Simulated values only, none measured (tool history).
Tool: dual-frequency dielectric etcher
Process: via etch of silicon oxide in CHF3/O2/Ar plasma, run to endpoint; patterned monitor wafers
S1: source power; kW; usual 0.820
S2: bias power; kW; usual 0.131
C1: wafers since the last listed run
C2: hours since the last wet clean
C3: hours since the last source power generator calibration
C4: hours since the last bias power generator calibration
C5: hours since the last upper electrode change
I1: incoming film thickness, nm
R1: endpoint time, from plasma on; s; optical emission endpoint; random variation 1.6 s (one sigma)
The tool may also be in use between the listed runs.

run,day,S1,S2,C1,C2,C3,C4,C5,I1,R1
1,0.000,0.820,0.131,0,109.3,4745.0,3609.0,2276.9,449.0,214.1
2,2.729,0.820,0.131,302,174.8,4810.5,3674.5,2342.4,449.3,222.3
3,3.962,0.820,0.113,136,204.4,4840.1,3704.1,2372.0,447.1,230.8
4,5.517,0.820,0.113,172,241.7,4877.4,3741.4,2409.3,455.3,242.1
5,8.329,0.820,0.113,311,309.2,4944.9,3808.9,2476.8,449.4,238.2
6,10.292,0.680,0.131,217,356.3,4992.0,3856.0,2523.9,448.6,246.0
# day 12.600: wet clean of the chamber
7,12.912,0.680,0.131,179,7.5,5054.9,3918.9,2586.8,444.0,233.7
# day 14.462: upper electrode replaced
8,15.125,0.960,0.131,134,60.6,5108.0,3972.0,15.9,449.5,201.9
# day 15.538: bias power generator calibrated
9,16.638,0.820,0.131,149,96.9,5144.3,26.4,52.2,446.8,217.8
10,19.246,0.700,0.107,289,159.5,5206.9,89.0,114.8,447.5,254.6
11,21.046,0.650,0.109,199,202.7,5250.1,132.2,158.0,451.8,268.0
# day 22.054: source power generator calibrated
12,24.033,0.980,0.158,312,274.4,47.5,203.9,229.7,447.1,193.8
13,25.512,0.820,0.140,164,309.9,83.0,239.4,265.2,446.8,220.9
14,28.488,0.750,0.159,329,381.3,154.4,310.8,336.6,450.8,217.9
# day 30.392: wet clean of the chamber
15,31.392,0.820,0.131,211,24.0,224.1,380.5,406.3,448.3,217.0
16,34.162,0.820,0.131,307,90.5,290.6,447.0,472.8,448.8,217.9

Forecast each of these 5 alternatives for the next run:
A,34.183,0.930,0.131,2,91.0,291.1,447.5,473.3,444.0,?
B,34.183,0.720,0.131,2,91.0,291.1,447.5,473.3,444.0,?
C,34.183,0.760,0.120,2,91.0,291.1,447.5,473.3,444.0,?
D,34.183,0.930,0.162,2,91.0,291.1,447.5,473.3,444.0,?
E,34.183,0.920,0.131,2,91.0,291.1,447.5,473.3,444.0,?

run,R1
A,202.7
B,228.3
C,230.4
D,186.6
E,203.7
Without the tool's hidden state the same runs would have given:
run,R1
A,200.4
B,225.7
C,227.8
D,184.5
E,201.4
